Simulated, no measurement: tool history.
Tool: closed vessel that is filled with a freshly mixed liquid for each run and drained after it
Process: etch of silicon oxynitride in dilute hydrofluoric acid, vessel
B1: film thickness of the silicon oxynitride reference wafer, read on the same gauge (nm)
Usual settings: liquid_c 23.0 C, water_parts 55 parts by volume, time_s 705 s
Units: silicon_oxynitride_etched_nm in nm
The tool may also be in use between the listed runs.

Run 1, hour 0.0: usual settings; B1 40.02. Result: silicon_oxynitride_etched_nm 49.31 nm.
Run 2, hour 32.5: usual settings; B1 39.99. Result: silicon_oxynitride_etched_nm 49.04 nm.
Run 3, hour 65.9: usual settings but liquid_c 21.5 C, time_s 600 s; B1 39.98. Result: silicon_oxynitride_etched_nm 38.79 nm.
Run 4, hour 89.4: usual settings but liquid_c 21.5 C, time_s 600 s; B1 39.98. Result: silicon_oxynitride_etched_nm 38.87 nm.
Run 5, hour 114.7: usual settings but water_parts 60 parts by volume; B1 40.00. Result: silicon_oxynitride_etched_nm 44.73 nm.
Run 6, hour 137.2: usual settings but water_parts 60 parts by volume; B1 40.03. Result: silicon_oxynitride_etched_nm 45.15 nm.
Run 7, hour 165.4: usual settings but water_parts 60 parts by volume; B1 39.99. Result: silicon_oxynitride_etched_nm 45.02 nm.
Run 8, hour 196.5: usual settings; B1 39.98. Result: silicon_oxynitride_etched_nm 49.47 nm.
Run 9, hour 214.8: usual settings; B1 39.96. Result: silicon_oxynitride_etched_nm 49.14 nm.
Run 10, hour 237.8: usual settings; B1 39.99. Result: silicon_oxynitride_etched_nm 49.64 nm.
Run 11, hour 263.6: usual settings; B1 39.99. Result: silicon_oxynitride_etched_nm 49.57 nm.
Run 12, hour 276.0: usual settings; B1 39.99. Result: silicon_oxynitride_etched_nm 49.75 nm.
At hour 289.6: thermometer replaced.
Run 13, hour 334.3: usual settings; B1 39.99. Result: silicon_oxynitride_etched_nm 46.87 nm.
Run 14, hour 347.3: usual settings; B1 39.98. Result: silicon_oxynitride_etched_nm 46.53 nm.
Run 15, hour 363.9: usual settings; B1 40.01. Result: silicon_oxynitride_etched_nm 46.90 nm.
Run 16, hour 381.8: usual settings; B1 39.95. Result: silicon_oxynitride_etched_nm 46.98 nm.
Run 17, hour 407.2: usual settings but liquid_c 19.5 C, water_parts 65 parts by volume, time_s 890 s; B1 40.02. Result: silicon_oxynitride_etched_nm 42.13 nm.
At hour 417.9: gauge calibrated.
Run 18, hour 427.5: usual settings but liquid_c 27.5 C, water_parts 75 parts by volume, time_s 980 s; B1 40.02. Result: silicon_oxynitride_etched_nm 58.27 nm.
Run 19, hour 459.7: usual settings but liquid_c 25.0 C, water_parts 25 parts by volume, time_s 830 s; B1 39.98. Result: silicon_oxynitride_etched_nm 137.59 nm.
At hour 470.2: hydrofluoric acid flow meter replaced.
Run 20, hour 482.0: usual settings but liquid_c 19.0 C, water_parts 80 parts by volume; B1 40.01. Result: silicon_oxynitride_etched_nm 25.91 nm.
Run 21, hour 496.8: usual settings but liquid_c 24.5 C, water_parts 30 parts by volume, time_s 485 s; B1 39.99. Result: silicon_oxynitride_etched_nm 65.38 nm.
Run 22, hour 518.3: usual settings but liquid_c 26.0 C, water_parts 40 parts by volume; B1 40.00. Result: silicon_oxynitride_etched_nm 76.30 nm.
Run 23, hour 543.7: usual settings but water_parts 65 parts by volume, time_s 930 s; B1 39.98. Result: silicon_oxynitride_etched_nm 52.68 nm.
Run 24, hour 561.5: usual settings; B1 40.05. Result: silicon_oxynitride_etched_nm 46.93 nm.
Run 25, hour 594.8: usual settings; B1 40.04. Result: silicon_oxynitride_etched_nm 47.31 nm.
Run 26, hour 624.9: usual settings; B1 40.02. Result: silicon_oxynitride_etched_nm 47.49 nm.
Run 27, hour 657.8: usual settings but water_parts 60 parts by volume; B1 40.03. Result: silicon_oxynitride_etched_nm 43.42 nm.
Run 28, hour 670.0: usual settings but liquid_c 25.0 C, time_s 900 s; B1 39.99. Result: silicon_oxynitride_etched_nm 66.77 nm.
Run 29, hour 683.1: usual settings; B1 40.05. Result: silicon_oxynitride_etched_nm 47.47 nm.
Run 30, hour 734.0: usual settings but liquid_c 19.0 C, water_parts 25 parts by volume, time_s 815 s; B1 40.03. Result: silicon_oxynitride_etched_nm 101.59 nm.
Run 31, hour 756.4: usual settings; B1 40.00. Result: silicon_oxynitride_etched_nm 47.72 nm.
Run 32, hour 775.1: usual settings; B1 40.01. Result: silicon_oxynitride_etched_nm 47.88 nm.
Run 33, hour 801.3: usual settings but water_parts 70 parts by volume; B1 40.01. Result: silicon_oxynitride_etched_nm 37.11 nm.

4 ways to go on from here, each from the tool as it stands after run 33. What would each give?
Run A, hour 802.1: usual settings; B1 ?. Result: silicon_oxynitride_etched_nm ?.
Run B, hour 802.1: usual settings but liquid_c 25.0 C, water_parts 70 parts by volume, time_s 895 s; B1 ?. Result: silicon_oxynitride_etched_nm ?.
Run C, hour 802.1: usual settings but liquid_c 19.5 C, water_parts 80 parts by volume; B1 ?. Result: silicon_oxynitride_etched_nm ?.
Run D, hour 802.1: usual settings but liquid_c 27.5 C, time_s 1000 s; B1 ?. Result: silicon_oxynitride_etched_nm ?.

run     B1  silicon_oxynitride_etched_nm
  A  40.01                         47.68
  B  40.01                         51.70
  C  40.01                         27.07
  D  40.01                         83.92
Without the tool's hidden state the same runs would have given:
run  silicon_oxynitride_etched_nm
  A                         46.55
  B                         50.51
  C                         26.42
  D                         82.00

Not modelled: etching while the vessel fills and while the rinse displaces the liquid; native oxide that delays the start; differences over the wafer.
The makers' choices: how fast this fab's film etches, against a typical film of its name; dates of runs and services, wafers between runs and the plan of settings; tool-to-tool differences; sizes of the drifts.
